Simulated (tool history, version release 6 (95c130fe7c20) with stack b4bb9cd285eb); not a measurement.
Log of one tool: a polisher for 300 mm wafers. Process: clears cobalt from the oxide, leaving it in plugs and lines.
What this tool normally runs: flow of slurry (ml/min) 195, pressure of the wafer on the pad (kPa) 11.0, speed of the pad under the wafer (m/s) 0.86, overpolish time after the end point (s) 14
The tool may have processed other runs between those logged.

run   hour  flow of slurry (ml/min)  pressure of the wafer on the pad (kPa)  speed of the pad under the wafer (m/s)  overpolish time after the end point (s)  incoming thickness of the incoming film, nm  time until the end point was called (s)  dishing of a wide line in a test structure (Å)
  1    0.0                      195                                    11.0                                    0.86                                       14                                        353.3                                    100.5                                             349
  2   26.8                      195                                    11.0                                    0.86                                       14                                        352.6                                     96.8                                             366
  3   49.8                      195                                    13.8                                    0.86                                       11                                        345.2                                     79.0                                             360
  4   77.6                      195                                    11.0                                    0.86                                       14                                        351.5                                     99.8                                             360
     113.8  -- worn pad replaced by a new one
  5  114.3                      195                                    11.0                                    0.86                                       14                                        352.1                                    101.0                                             357
  6  129.9                      140                                    11.0                                    0.86                                       14                                        351.4                                    103.4                                             345
  7  161.2                      140                                    11.0                                    0.86                                       14                                        343.6                                    101.3                                             341
  8  179.8                      195                                    11.0                                    0.86                                       17                                        355.3                                    100.6                                             399
  9  198.8                      195                                    11.0                                    0.86                                       14                                        353.1                                     99.8                                             352
     219.6  -- worn pad replaced by a new one
     227.9  -- slurry nozzle cleaned
 10  282.9                      195                                    11.0                                    0.86                                       14                                        345.9                                    101.1                                             353
 11  316.0                      235                                     7.6                                    1.14                                       10                                        349.9                                    108.8                                             262
     344.9  -- worn pad replaced by a new one
     346.0  -- head pressure recalibrated
 12  348.3                      195                                    11.0                                    0.86                                       14                                        343.9                                     91.5                                             390
 13  366.4                      195                                    11.0                                    0.86                                       14                                        350.5                                     95.4                                             377
 14  389.4                      195                                    11.0                                    1.08                                       20                                        353.2                                     72.5                                             506
 15  415.1                      195                                    13.1                                    1.04                                       18                                        353.2                                     64.7                                             521
 16  444.0                      170                                    11.0                                    0.70                                       21                                        343.5                                    112.4                                             403
     462.0  -- worn pad replaced by a new one
 17  476.4                      235                                     8.3                                    0.86                                       14                                        350.1                                    128.5                                             307
 18  502.5                      195                                     7.6                                    0.86                                       11                                        351.4                                    139.5                                             234
 19  525.7                      235                                     7.6                                    1.14                                       10                                        348.0                                    106.7                                             276
 20  558.8                      195                                    11.0                                    0.86                                       14                                        347.0                                     97.7                                             362
     582.5  -- worn pad replaced by a new one
 21  593.4                      195                                    12.4                                    0.86                                       14                                        355.6                                     87.0                                             385

Had the tool no unlogged condition, and each run kept its random variation, what would the results have been?
Unlogged tool condition in this case: removal rate lost through wear of the pad, %; slurry flow missing at the pad, %; deviation of the head's pressure from its setpoint, %.
run  time until the end point was called (s)  dishing of a wide line in a test structure (Å)
  1                                     89.5                                             375
  2                                     85.8                                             394
  3                                     69.8                                             389
  4                                     87.9                                             390
  5                                     88.6                                             387
  6                                     90.5                                             376
  7                                     88.5                                             372
  8                                     87.7                                             430
  9                                     86.9                                             384
 10                                     87.7                                             385
 11                                     94.2                                             291
 12                                     89.7                                             395
 13                                     92.5                                             384
 14                                     69.5                                             514
 15                                     61.1                                             532
 16                                    105.0                                             419
 17                                    118.6                                             325
 18                                    127.7                                             251
 19                                     97.0                                             295
 20                                     88.1                                             385
 21                                     77.9                                             410
